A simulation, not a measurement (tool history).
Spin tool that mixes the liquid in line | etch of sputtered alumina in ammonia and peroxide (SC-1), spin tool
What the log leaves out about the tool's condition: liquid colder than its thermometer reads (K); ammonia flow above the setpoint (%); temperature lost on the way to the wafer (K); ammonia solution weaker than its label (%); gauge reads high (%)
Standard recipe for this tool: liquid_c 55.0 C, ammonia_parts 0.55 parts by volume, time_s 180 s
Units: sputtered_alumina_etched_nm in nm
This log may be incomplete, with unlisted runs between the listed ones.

| run | day | liquid_c | ammonia_parts | time_s | wafers since the last listed run | hours since the thermometer was replaced | hours since the ammonia flow meter was replaced | hours since the heated supply line was repaired | hours since the drum of ammonia solution was connected | hours since the gauge calibration | read-back film thickness of the sputtered alumina reference wafer, read on the same gauge (nm) | sputtered_alumina_etched_nm |
|---|---|---|---|---|---|---|---|---|---|---|---|---|
| 1 | 0.000 | 55.0 | 0.55 | 180 | 0 | 2598.4 | 592.7 | 3342.4 | 192.9 | 269.1 | 29.94 | 6.76 |
| 2 | 0.658 | 55.0 | 0.55 | 180 | 98 | 2614.2 | 608.5 | 3358.2 | 208.7 | 284.9 | 29.97 | 6.75 |
| 3 | 1.817 | 55.0 | 0.55 | 180 | 173 | 2642.0 | 636.3 | 3386.0 | 236.5 | 312.7 | 30.01 | 6.69 |
| 4 | 2.642 | 55.0 | 0.55 | 180 | 123 | 2661.8 | 656.1 | 3405.8 | 256.3 | 332.5 | 29.95 | 6.69 |
| 5 | 3.746 | 55.0 | 0.55 | 180 | 165 | 2688.3 | 682.6 | 3432.3 | 282.8 | 359.0 | 30.02 | 6.69 |
|  | 4.267 | new drum of ammonia solution connected |
| 6 | 4.483 | 55.0 | 0.55 | 180 | 104 | 2706.0 | 700.3 | 3450.0 | 5.2 | 376.7 | 30.01 | 6.69 |
| 7 | 5.179 | 55.0 | 0.55 | 180 | 104 | 2722.7 | 717.0 | 3466.7 | 21.9 | 393.4 | 29.97 | 6.68 |
| 8 | 7.467 | 55.0 | 0.55 | 115 | 343 | 2777.6 | 771.9 | 3521.6 | 76.8 | 448.3 | 29.98 | 4.23 |
| 9 | 8.158 | 55.0 | 0.55 | 180 | 103 | 2794.2 | 788.5 | 3538.2 | 93.4 | 464.9 | 30.02 | 6.66 |
| 10 | 9.188 | 55.0 | 0.55 | 180 | 154 | 2818.9 | 813.2 | 3562.9 | 118.1 | 489.6 | 29.98 | 6.58 |
| 11 | 10.683 | 55.0 | 0.55 | 180 | 224 | 2854.8 | 849.1 | 3598.8 | 154.0 | 525.5 | 30.06 | 6.54 |
| 12 | 12.029 | 55.0 | 0.55 | 180 | 202 | 2887.1 | 881.4 | 3631.1 | 186.3 | 557.8 | 30.02 | 6.54 |
| 13 | 13.304 | 55.0 | 0.55 | 180 | 191 | 2917.7 | 912.0 | 3661.7 | 216.9 | 588.4 | 29.99 | 6.49 |
| 14 | 14.133 | 55.0 | 0.55 | 180 | 124 | 2937.6 | 931.9 | 3681.6 | 236.8 | 608.3 | 29.94 | 6.54 |
|  | 14.646 | ammonia flow meter replaced |
|  | 14.650 | thermometer replaced |
|  | 14.662 | new drum of ammonia solution connected |
| 15 | 15.171 | 55.0 | 0.55 | 290 | 146 | 12.5 | 12.6 | 3706.5 | 12.2 | 633.2 | 30.03 | 12.30 |
| 16 | 15.912 | 47.0 | 0.55 | 180 | 111 | 30.3 | 30.4 | 3724.3 | 30.0 | 651.0 | 30.02 | 4.86 |
|  | 15.962 | gauge calibrated |
| 17 | 16.767 | 55.0 | 0.70 | 225 | 128 | 50.8 | 50.9 | 3744.8 | 50.5 | 19.3 | 29.99 | 9.64 |
| 18 | 17.917 | 55.0 | 0.55 | 75 | 172 | 78.4 | 78.5 | 3772.4 | 78.1 | 46.9 | 30.01 | 3.13 |
|  | 18.362 | heated supply line repaired |
| 19 | 19.371 | 64.5 | 0.55 | 280 | 212 | 113.3 | 113.4 | 24.2 | 113.0 | 81.8 | 30.01 | 22.96 |
| 20 | 20.054 | 58.5 | 0.35 | 100 | 102 | 129.7 | 129.8 | 40.6 | 129.4 | 98.2 | 29.99 | 5.76 |
| 21 | 20.654 | 46.0 | 0.35 | 110 | 90 | 144.1 | 144.2 | 55.0 | 143.8 | 112.6 | 30.03 | 3.21 |
| 22 | 21.608 | 64.5 | 0.40 | 130 | 143 | 167.0 | 167.1 | 77.9 | 166.7 | 135.5 | 30.00 | 10.45 |
| 23 | 22.758 | 55.0 | 0.65 | 105 | 172 | 194.6 | 194.7 | 105.5 | 194.3 | 163.1 | 30.00 | 5.32 |
| 24 | 24.192 | 55.0 | 0.55 | 180 | 215 | 229.0 | 229.1 | 139.9 | 228.7 | 197.5 | 30.04 | 9.00 |
| 25 | 24.721 | 51.5 | 0.75 | 180 | 79 | 241.7 | 241.8 | 152.6 | 241.4 | 210.2 | 29.98 | 7.59 |

Each row is a separate what-if for the run after 25, all from the same tool condition, not one after another. Results?
| A | 24.742 | 55.0 | 0.55 | 95 | 3 | 242.2 | 242.3 | 153.1 | 241.9 | 210.7 | ? | ? |
| B | 24.742 | 58.5 | 0.55 | 130 | 3 | 242.2 | 242.3 | 153.1 | 241.9 | 210.7 | ? | ? |
| C | 24.742 | 62.0 | 0.80 | 120 | 3 | 242.2 | 242.3 | 153.1 | 241.9 | 210.7 | ? | ? |

| run | read-back film thickness of the sputtered alumina reference wafer, read on the same gauge (nm) | sputtered_alumina_etched_nm |
|---|---|---|
| A | 30.00 | 4.73 |
| B | 30.00 | 7.79 |
| C | 30.00 | 8.92 |
What these runs would have given with no unlogged condition in the tool:
| run | sputtered_alumina_etched_nm |
|---|---|
| A | 4.97 |
| B | 8.17 |
| C | 9.35 |

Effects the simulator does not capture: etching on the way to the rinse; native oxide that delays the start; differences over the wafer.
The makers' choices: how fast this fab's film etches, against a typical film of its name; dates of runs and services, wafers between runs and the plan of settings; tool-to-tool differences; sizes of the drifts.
